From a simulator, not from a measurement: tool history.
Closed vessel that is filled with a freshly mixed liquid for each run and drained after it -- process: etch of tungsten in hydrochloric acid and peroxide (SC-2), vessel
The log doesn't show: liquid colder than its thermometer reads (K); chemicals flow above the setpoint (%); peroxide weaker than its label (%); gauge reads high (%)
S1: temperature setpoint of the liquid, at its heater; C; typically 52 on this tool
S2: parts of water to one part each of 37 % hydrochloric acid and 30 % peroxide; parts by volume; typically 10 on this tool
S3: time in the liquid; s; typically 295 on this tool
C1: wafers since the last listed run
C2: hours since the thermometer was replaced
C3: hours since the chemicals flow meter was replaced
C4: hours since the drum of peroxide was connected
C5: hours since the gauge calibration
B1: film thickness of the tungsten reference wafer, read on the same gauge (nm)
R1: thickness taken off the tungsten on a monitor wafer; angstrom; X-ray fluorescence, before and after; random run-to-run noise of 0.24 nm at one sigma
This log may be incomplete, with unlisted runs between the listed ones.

{"run": 1, "day": 0.0, "S1": 52, "S2": 10, "S3": 295, "C1": 0, "C2": 494.2, "C3": 521.8, "C4": 82.2, "C5": 1060.2, "B1": 40.01, "R1": 413.2}
{"day": 0.429, "done": "gauge calibrated"}
{"run": 2, "day": 3.133, "S1": 52, "S2": 10, "S3": 295, "C1": 5321, "C2": 569.4, "C3": 597, "C4": 157.4, "C5": 64.9, "B1": 40.01, "R1": 416.8}
{"run": 3, "day": 5.621, "S1": 57, "S2": 10, "S3": 295, "C1": 4224, "C2": 629.1, "C3": 656.7, "C4": 217.1, "C5": 124.6, "B1": 40.01, "R1": 570.3}
{"run": 4, "day": 8.742, "S1": 52, "S2": 10, "S3": 295, "C1": 5300, "C2": 704, "C3": 731.6, "C4": 292, "C5": 199.5, "B1": 39.99, "R1": 421.7}
{"day": 9.046, "done": "chemicals flow meter replaced"}
{"run": 5, "day": 12.512, "S1": 52, "S2": 10, "S3": 295, "C1": 6333, "C2": 794.5, "C3": 83.2, "C4": 382.5, "C5": 290, "B1": 40.01, "R1": 385.4}
{"run": 6, "day": 16.446, "S1": 52, "S2": 10, "S3": 295, "C1": 6680, "C2": 888.9, "C3": 177.6, "C4": 476.9, "C5": 384.4, "B1": 40.01, "R1": 388.4}
{"run": 7, "day": 18.433, "S1": 52, "S2": 8, "S3": 295, "C1": 3375, "C2": 936.6, "C3": 225.3, "C4": 524.6, "C5": 432.1, "B1": 39.99, "R1": 474.3}
{"run": 8, "day": 22.058, "S1": 52, "S2": 10, "S3": 295, "C1": 6156, "C2": 1023.6, "C3": 312.3, "C4": 611.6, "C5": 519.1, "B1": 40.03, "R1": 395.6}
{"run": 9, "day": 31.125, "S1": 52, "S2": 10, "S3": 295, "C1": 15398, "C2": 1241.2, "C3": 529.9, "C4": 829.2, "C5": 736.7, "B1": 40.01, "R1": 404.7}
{"run": 10, "day": 33.192, "S1": 52, "S2": 10, "S3": 295, "C1": 3509, "C2": 1290.8, "C3": 579.5, "C4": 878.8, "C5": 786.3, "B1": 40.01, "R1": 406.5}
{"day": 37.588, "done": "new drum of peroxide connected"}
{"day": 39.221, "done": "chemicals flow meter replaced"}
{"run": 11, "day": 40.733, "S1": 52, "S2": 10, "S3": 295, "C1": 12666, "C2": 1471.8, "C3": 36.3, "C4": 75.5, "C5": 967.3, "B1": 40.02, "R1": 376}
{"day": 40.854, "done": "gauge calibrated"}
{"run": 12, "day": 44.225, "S1": 59, "S2": 5, "S3": 160, "C1": 5930, "C2": 1555.6, "C3": 120.1, "C4": 159.3, "C5": 80.9, "B1": 39.98, "R1": 555.7}
{"run": 13, "day": 52.421, "S1": 43.5, "S2": 11.5, "S3": 295, "C1": 13919, "C2": 1752.3, "C3": 316.8, "C4": 356, "C5": 277.6, "B1": 40, "R1": 195.2}
{"day": 55.925, "done": "thermometer replaced"}
{"run": 14, "day": 56.017, "S1": 43, "S2": 6, "S3": 170, "C1": 6036, "C2": 2.2, "C3": 403.1, "C4": 442.3, "C5": 363.9, "B1": 40, "R1": 188.8}
{"run": 15, "day": 59.725, "S1": 48, "S2": 7.5, "S3": 350, "C1": 6298, "C2": 91.2, "C3": 492.1, "C4": 531.3, "C5": 452.9, "B1": 40, "R1": 470}
{"run": 16, "day": 63.708, "S1": 52, "S2": 10, "S3": 295, "C1": 6765, "C2": 186.8, "C3": 587.7, "C4": 626.9, "C5": 548.5, "B1": 40, "R1": 418.7}
{"day": 64.054, "done": "chemicals flow meter replaced"}
{"run": 17, "day": 66.625, "S1": 55, "S2": 6, "S3": 125, "C1": 4882, "C2": 256.8, "C3": 61.7, "C4": 696.9, "C5": 618.5, "B1": 40.02, "R1": 301.7}
{"run": 18, "day": 69.438, "S1": 52, "S2": 13.5, "S3": 440, "C1": 4776, "C2": 324.3, "C3": 129.2, "C4": 764.4, "C5": 686, "B1": 40.01, "R1": 454.6}
{"day": 71.938, "done": "new drum of peroxide connected"}
{"run": 19, "day": 71.958, "S1": 43.5, "S2": 10, "S3": 140, "C1": 4210, "C2": 384.8, "C3": 189.7, "C4": 0.5, "C5": 746.5, "B1": 40.01, "R1": 106.1}
{"run": 20, "day": 75.042, "S1": 52, "S2": 10, "S3": 355, "C1": 5236, "C2": 458.8, "C3": 263.7, "C4": 74.5, "C5": 820.5, "B1": 40.02, "R1": 483.2}

Forecast each of these 4 alternatives for the next run:
{"run": "A", "day": 75.071, "S1": 43, "S2": 10, "S3": 295, "C1": 49, "C2": 459.5, "C3": 264.4, "C4": 75.2, "C5": 821.2, "B1": "?", "R1": "?"}
{"run": "B", "day": 75.071, "S1": 55.5, "S2": 12, "S3": 120, "C1": 49, "C2": 459.5, "C3": 264.4, "C4": 75.2, "C5": 821.2, "B1": "?", "R1": "?"}
{"run": "C", "day": 75.071, "S1": 58, "S2": 11.5, "S3": 295, "C1": 49, "C2": 459.5, "C3": 264.4, "C4": 75.2, "C5": 821.2, "B1": "?", "R1": "?"}
{"run": "D", "day": 75.071, "S1": 52, "S2": 10, "S3": 230, "C1": 49, "C2": 459.5, "C3": 264.4, "C4": 75.2, "C5": 821.2, "B1": "?", "R1": "?"}

run=A B1=40 R1=216.7
run=B B1=40 R1=175.1
run=C B1=40 R1=523.8
run=D B1=40 R1=311.2
The same runs, with their run-to-run variation unchanged, on a tool lacking any hidden condition would have given:
run=A R1=212.2
run=B R1=171
run=C R1=511.5
run=D R1=304.4
